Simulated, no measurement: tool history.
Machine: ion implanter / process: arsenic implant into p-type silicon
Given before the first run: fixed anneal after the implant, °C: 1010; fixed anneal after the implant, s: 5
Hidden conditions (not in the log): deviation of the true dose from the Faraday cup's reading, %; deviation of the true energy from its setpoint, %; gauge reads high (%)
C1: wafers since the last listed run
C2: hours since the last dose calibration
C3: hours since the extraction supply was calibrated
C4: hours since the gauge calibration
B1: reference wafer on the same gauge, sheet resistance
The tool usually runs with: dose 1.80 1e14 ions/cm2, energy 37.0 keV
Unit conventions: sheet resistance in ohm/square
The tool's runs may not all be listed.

run 1 day=0.000 | dose=1.53 energy=46.5 | C1=0 C2=216.7 C3=4911.4 C4=413.8 | B1=435.92 | sheet_resistance=428.24
run 2 day=1.417 | dose=1.53 energy=46.5 | C1=790 C2=250.7 C3=4945.4 C4=447.8 | B1=435.99 | sheet_resistance=428.36
run 3 day=2.171 | dose=1.80 energy=37.0 | C1=421 C2=268.8 C3=4963.5 C4=465.9 | B1=435.88 | sheet_resistance=397.73
run 4 day=3.238 | dose=1.80 energy=37.0 | C1=595 C2=294.4 C3=4989.1 C4=491.5 | B1=436.40 | sheet_resistance=396.73
run 5 day=4.821 | dose=1.80 energy=37.0 | C1=883 C2=332.4 C3=5027.1 C4=529.5 | B1=436.07 | sheet_resistance=396.63
run 6 day=5.662 | dose=1.80 energy=37.0 | C1=469 C2=352.6 C3=5047.3 C4=549.7 | B1=436.11 | sheet_resistance=397.12
run 7 day=7.046 | dose=1.80 energy=37.0 | C1=772 C2=385.8 C3=5080.5 C4=582.9 | B1=436.24 | sheet_resistance=397.28
run 8 day=8.025 | dose=1.80 energy=37.0 | C1=546 C2=409.3 C3=5104.0 C4=606.4 | B1=435.98 | sheet_resistance=397.77
run 9 day=8.679 | dose=1.80 energy=37.0 | C1=365 C2=425.0 C3=5119.7 C4=622.1 | B1=435.78 | sheet_resistance=396.01
-- day=9.604 gauge calibrated
run 10 day=9.975 | dose=1.80 energy=37.0 | C1=723 C2=456.1 C3=5150.8 C4=8.9 | B1=436.19 | sheet_resistance=396.67
run 11 day=11.108 | dose=2.03 energy=41.5 | C1=632 C2=483.3 C3=5178.0 C4=36.1 | B1=436.27 | sheet_resistance=357.21
run 12 day=12.054 | dose=2.03 energy=41.5 | C1=528 C2=506.0 C3=5200.7 C4=58.8 | B1=435.81 | sheet_resistance=356.97
run 13 day=13.296 | dose=1.80 energy=37.0 | C1=693 C2=535.8 C3=5230.5 C4=88.6 | B1=435.94 | sheet_resistance=396.54
run 14 day=14.017 | dose=1.80 energy=37.0 | C1=402 C2=553.1 C3=5247.8 C4=105.9 | B1=436.22 | sheet_resistance=396.51
-- day=15.133 extraction supply calibrated
run 15 day=15.154 | dose=1.63 energy=37.0 | C1=448 C2=580.4 C3=0.5 C4=133.2 | B1=435.70 | sheet_resistance=426.17
run 16 day=16.033 | dose=2.22 energy=28.5 | C1=490 C2=601.5 C3=21.6 C4=154.3 | B1=435.99 | sheet_resistance=354.88
run 17 day=16.646 | dose=1.80 energy=37.0 | C1=341 C2=616.2 C3=36.3 C4=169.0 | B1=436.00 | sheet_resistance=395.71
run 18 day=17.304 | dose=1.26 energy=37.0 | C1=367 C2=632.0 C3=52.1 C4=184.8 | B1=436.28 | sheet_resistance=507.39
run 19 day=19.812 | dose=1.98 energy=46.0 | C1=1400 C2=692.2 C3=112.3 C4=245.0 | B1=435.84 | sheet_resistance=355.88
run 20 day=21.038 | dose=1.80 energy=37.0 | C1=683 C2=721.6 C3=141.7 C4=274.4 | B1=435.97 | sheet_resistance=396.33
-- day=23.167 Faraday cup replaced and dose calibrated
run 21 day=23.188 | dose=2.01 energy=45.5 | C1=1014 C2=0.5 C3=193.3 C4=326.0 | B1=435.90 | sheet_resistance=356.59
run 22 day=23.742 | dose=1.64 energy=30.0 | C1=309 C2=13.8 C3=206.6 C4=339.3 | B1=435.91 | sheet_resistance=441.72

Run 23 has not been measured yet. What should we expect?
run 23 day=24.988 | dose=1.31 energy=42.5 | C1=695 C2=43.7 C3=236.5 C4=369.2 | B1=? | sheet_resistance=?

{"run 23": {"B1": 435.74, "sheet resistance": 485.75}}
If the tool had no hidden condition, the same run with the same run-to-run variation would have returned sheet resistance 488.29 ohm/square.

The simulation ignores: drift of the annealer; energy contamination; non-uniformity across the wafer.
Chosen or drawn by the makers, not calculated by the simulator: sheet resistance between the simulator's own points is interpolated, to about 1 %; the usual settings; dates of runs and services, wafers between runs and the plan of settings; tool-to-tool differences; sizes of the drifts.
